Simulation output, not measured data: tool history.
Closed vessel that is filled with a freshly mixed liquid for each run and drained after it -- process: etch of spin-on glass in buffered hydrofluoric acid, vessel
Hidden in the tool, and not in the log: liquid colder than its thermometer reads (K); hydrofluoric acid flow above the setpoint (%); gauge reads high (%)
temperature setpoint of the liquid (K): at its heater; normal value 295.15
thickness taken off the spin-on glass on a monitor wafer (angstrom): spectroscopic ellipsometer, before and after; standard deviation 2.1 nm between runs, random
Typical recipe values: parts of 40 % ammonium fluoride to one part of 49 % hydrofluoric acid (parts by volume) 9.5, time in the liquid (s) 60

run	hour	temperature setpoint of the liquid (K)	parts of 40 % ammonium fluoride to one part of 49 % hydrofluoric acid (parts by volume)	time in the liquid (s)	wafers since the last listed run	hours since the thermometer was replaced	hours since the hydrofluoric acid flow meter was replaced	hours since the gauge calibration	read-back film thickness of the spin-on glass reference wafer, read on the same gauge (nm)	thickness taken off the spin-on glass on a monitor wafer (angstrom)
1	0.0	295.15	9.5	60	0	526.1	655.5	707.5	49.97	2266.7
2	68.3	295.15	9.5	60	6001	594.4	723.8	775.8	50.03	2284.7
3	136.1	295.15	9.5	60	5957	662.2	791.6	843.6	50.01	2326.2
4	183.6	295.15	9.5	60	4173	709.7	839.1	891.1	49.99	2328.7
5	227.9	295.15	9.5	60	3892	754.0	883.4	935.4	50.04	2367.8
6	281.5	295.15	8.5	60	4709	807.6	937.0	989.0	50.01	2637.4
7	352.7	295.15	9.5	60	6256	878.8	1008.2	1060.2	50.01	2344.1
8	389.1	295.15	9.5	60	3198	915.2	1044.6	1096.6	49.97	2339.0
9	458.1	295.15	9.5	60	6062	984.2	1113.6	1165.6	50.00	2362.4
10	510.3	295.15	9.5	60	4586	1036.4	1165.8	1217.8	50.00	2373.9
11	612.0	295.15	7.5	60	8936	1138.1	1267.5	1319.5	49.99	3068.9
12	663.6	295.15	7.0	60	4533	1189.7	1319.1	1371.1	49.98	3273.2
# hour 676.5: hydrofluoric acid flow meter replaced
13	732.2	295.15	9.5	60	5939	1258.3	55.7	1439.7	50.01	2224.2
# hour 799.1: thermometer replaced
14	825.7	299.15	9.5	60	8127	26.6	149.2	1533.2	50.01	2718.0
# hour 850.2: gauge calibrated
15	914.2	296.65	7.0	60	7776	115.1	237.7	64.0	49.96	3308.3
16	991.5	295.15	9.5	60	6792	192.4	315.0	141.3	50.05	2238.5
17	1076.4	299.15	13.0	40	7459	277.3	399.9	226.2	49.95	1443.6
18	1176.8	295.15	9.5	30	8821	377.7	500.3	326.6	49.97	1146.4
19	1247.7	300.15	9.5	60	6229	448.6	571.2	397.5	49.97	2973.9
20	1568.2	299.65	9.5	60	28161	769.1	891.7	718.0	49.99	3016.5
21	1611.2	295.15	9.5	60	3778	812.1	934.7	761.0	50.03	2345.4
22	1698.6	295.15	9.5	60	7679	899.5	1022.1	848.4	50.01	2423.8

Here are 5 independent what-if runs from the current tool condition. What would each one return?
A	1699.3	295.15	9.5	60	61	900.2	1022.8	849.1	?	?
B	1699.3	295.15	12.5	60	61	900.2	1022.8	849.1	?	?
C	1699.3	297.15	6.0	30	61	900.2	1022.8	849.1	?	?
D	1699.3	292.65	9.5	60	61	900.2	1022.8	849.1	?	?
E	1699.3	297.65	11.5	75	61	900.2	1022.8	849.1	?	?

run	read-back film thickness of the spin-on glass reference wafer, read on the same gauge (nm)	thickness taken off the spin-on glass on a monitor wafer (angstrom)
A	50.02	2361.0
B	50.02	1864.5
C	50.02	2046.4
D	50.02	2054.2
E	50.02	2899.1
Without the tool's hidden state the same runs would have given:
run	thickness taken off the spin-on glass on a monitor wafer (angstrom)
A	2171.9
B	1691.4
C	1880.8
D	1889.6
E	2630.7
